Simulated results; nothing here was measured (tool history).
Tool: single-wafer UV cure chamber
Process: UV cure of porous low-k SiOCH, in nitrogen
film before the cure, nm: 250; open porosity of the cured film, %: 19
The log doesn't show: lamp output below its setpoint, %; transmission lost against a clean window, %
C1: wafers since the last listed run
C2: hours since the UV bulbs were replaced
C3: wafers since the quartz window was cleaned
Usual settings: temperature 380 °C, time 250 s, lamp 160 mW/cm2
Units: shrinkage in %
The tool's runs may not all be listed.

Run 1, hour 0.0: usual settings but time 320 s; C1 0; C2 358.9; C3 3060. Result: shrinkage 15.305 %.
At hour 9.4: quartz window cleaned.
Run 2, hour 13.7: usual settings; C1 67; C2 372.6; C3 50. Result: shrinkage 13.965 %.
Run 3, hour 33.7: usual settings; C1 238; C2 392.6; C3 289. Result: shrinkage 14.378 %.
Run 4, hour 69.0: usual settings but temperature 395 °C; C1 420; C2 427.9; C3 709. Result: shrinkage 14.677 %.
Run 5, hour 101.4: usual settings; C1 385; C2 460.3; C3 1095. Result: shrinkage 14.277 %.
Run 6, hour 125.3: usual settings; C1 284; C2 484.2; C3 1380. Result: shrinkage 13.862 %.
Run 7, hour 155.2: usual settings; C1 356; C2 514.1; C3 1736. Result: shrinkage 14.674 %.
Run 8, hour 173.3: usual settings but temperature 370 °C, time 195 s; C1 215; C2 532.2; C3 1951. Result: shrinkage 12.918 %.
Run 9, hour 197.9: usual settings but temperature 370 °C, time 195 s; C1 293; C2 556.8; C3 2245. Result: shrinkage 12.779 %.
Run 10, hour 231.7: usual settings but temperature 370 °C, time 195 s; C1 402; C2 590.6; C3 2647. Result: shrinkage 12.825 %.
At hour 250.1: quartz window cleaned.
Run 11, hour 325.8: usual settings but temperature 386 °C; C1 1025; C2 684.7; C3 901. Result: shrinkage 14.694 %.
Run 12, hour 351.4: usual settings but temperature 386 °C; C1 304; C2 710.3; C3 1206. Result: shrinkage 14.599 %.
Run 13, hour 378.3: usual settings; C1 320; C2 737.2; C3 1526. Result: shrinkage 14.604 %.
Run 14, hour 410.2: usual settings; C1 379; C2 769.1; C3 1906. Result: shrinkage 14.507 %.
Run 15, hour 446.1: usual settings; C1 427; C2 805.0; C3 2334. Result: shrinkage 14.353 %.
Run 16, hour 480.4: usual settings; C1 408; C2 839.3; C3 2743. Result: shrinkage 13.949 %.
Run 17, hour 497.2: usual settings; C1 200; C2 856.1; C3 2943. Result: shrinkage 14.510 %.
At hour 505.4: quartz window cleaned.
Run 18, hour 524.4: usual settings; C1 228; C2 883.3; C3 226. Result: shrinkage 14.573 %.
Run 19, hour 559.5: usual settings; C1 418; C2 918.4; C3 644. Result: shrinkage 14.151 %.
Run 20, hour 572.9: usual settings; C1 159; C2 931.8; C3 803. Result: shrinkage 14.355 %.
Run 21, hour 601.1: usual settings; C1 335; C2 960.0; C3 1139. Result: shrinkage 14.260 %.
Run 22, hour 617.1: usual settings; C1 190; C2 976.0; C3 1330. Result: shrinkage 14.342 %.
Run 23, hour 648.7: usual settings but temperature 360 °C, time 390 s, lamp 196 mW/cm2; C1 376; C2 1007.6; C3 1706. Result: shrinkage 16.742 %.
Run 24, hour 664.2: usual settings but temperature 386 °C; C1 184; C2 1023.1; C3 1891. Result: shrinkage 14.412 %.
Run 25, hour 680.8: usual settings but temperature 388 °C, time 135 s; C1 197; C2 1039.7; C3 2089. Result: shrinkage 11.553 %.
Run 26, hour 712.8: usual settings; C1 381; C2 1071.7; C3 2470. Result: shrinkage 14.441 %.
At hour 728.9: quartz window cleaned.
Run 27, hour 737.2: usual settings but time 120 s; C1 195; C2 1096.1; C3 99. Result: shrinkage 10.636 %.
Run 28, hour 757.1: usual settings but temperature 389 °C, time 140 s, lamp 145 mW/cm2; C1 237; C2 1116.0; C3 336. Result: shrinkage 11.258 %.
Run 29, hour 827.1: usual settings but time 375 s, lamp 144 mW/cm2; C1 833; C2 1186.0; C3 1170. Result: shrinkage 15.588 %.
Run 30, hour 851.5: usual settings but lamp 128 mW/cm2; C1 290; C2 1210.4; C3 1460. Result: shrinkage 13.080 %.
At hour 861.4: UV bulbs replaced.
Run 31, hour 928.6: usual settings but temperature 374 °C; C1 823; C2 67.2; C3 2284. Result: shrinkage 14.112 %.
At hour 961.1: quartz window cleaned.
Run 32, hour 961.6: usual settings but temperature 373 °C; C1 297; C2 100.2; C3 5. Result: shrinkage 14.124 %.
Run 33, hour 977.6: usual settings; C1 190; C2 116.2; C3 196. Result: shrinkage 14.422 %.
Run 34, hour 1013.2: usual settings but temperature 362 °C, time 180 s, lamp 123 mW/cm2; C1 424; C2 151.8; C3 620. Result: shrinkage 11.173 %.
Run 35, hour 1026.4: usual settings; C1 157; C2 165.0; C3 777. Result: shrinkage 14.152 %.
Run 36, hour 1109.1: usual settings but temperature 364 °C, time 310 s; C1 985; C2 247.7; C3 1762. Result: shrinkage 15.092 %.
Run 37, hour 1131.0: usual settings but temperature 396 °C, time 100 s; C1 260; C2 269.6; C3 2023. Result: shrinkage 10.473 %.

The next listed run, before its measurement:
Run 38, hour 1150.1: usual settings but temperature 399 °C, time 100 s, lamp 170 mW/cm2; C1 227; C2 288.7; C3 2251. Result: shrinkage ?.

Run 38 gave shrinkage 10.934 %.
Without the tool's hidden state the same run would have given shrinkage 10.934 %.

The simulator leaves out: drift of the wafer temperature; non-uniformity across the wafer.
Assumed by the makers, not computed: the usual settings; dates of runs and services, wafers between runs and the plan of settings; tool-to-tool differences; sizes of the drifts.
